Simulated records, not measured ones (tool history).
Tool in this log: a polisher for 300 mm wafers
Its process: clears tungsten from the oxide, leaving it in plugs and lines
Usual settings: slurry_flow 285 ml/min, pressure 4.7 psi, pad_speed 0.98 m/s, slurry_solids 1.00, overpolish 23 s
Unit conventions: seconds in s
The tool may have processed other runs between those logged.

run,hour,slurry_flow,pressure,pad_speed,slurry_solids,overpolish,"incoming thickness of the incoming film, nm",seconds
1,0.0,285,4.7,0.98,1.00,23,297.9,49.2
2,17.7,285,4.7,0.98,1.00,23,299.7,50.0
# hour 25.0: head pressure recalibrated
3,50.8,285,4.7,1.28,1.10,23,301.3,42.0
# hour 58.8: slurry blender recalibrated
4,64.8,185,5.7,0.86,1.00,23,305.5,46.6
5,77.9,195,6.1,0.68,1.15,23,302.4,48.4
# hour 86.3: slurry tank refilled with fresh slurry and peroxide
6,91.3,205,4.7,1.30,1.10,9,297.8,36.1
7,114.7,285,3.8,0.98,1.00,19,303.9,54.8
# hour 125.6: worn pad replaced by a new one
8,203.6,230,4.7,0.72,1.30,18,299.2,57.3
# hour 205.0: slurry nozzle cleaned
9,218.7,285,4.7,0.98,1.00,23,302.0,48.2
10,253.6,285,4.1,0.98,0.85,34,301.8,57.5
11,273.5,285,4.7,0.98,1.00,23,298.8,51.2
# hour 275.7: slurry tank refilled with fresh slurry and peroxide
12,288.0,365,4.7,0.98,0.80,14,299.0,53.1
# hour 305.7: slurry blender recalibrated
13,321.2,285,4.7,1.20,1.20,23,297.1,37.9
# hour 328.9: worn pad replaced by a new one
14,335.4,250,4.7,0.98,0.70,23,303.8,51.2
15,368.7,285,3.7,0.98,1.00,23,299.7,56.5
16,388.8,285,4.7,0.98,1.00,23,301.5,47.6
17,406.0,285,4.1,0.98,0.90,23,305.0,56.3

What will run 18 give?
18,434.4,285,5.5,0.98,1.00,23,298.5,?

seconds: 42.5 s
With the hidden condition absent and the run-to-run variation left alone, this run would have shown seconds 40.9 s.
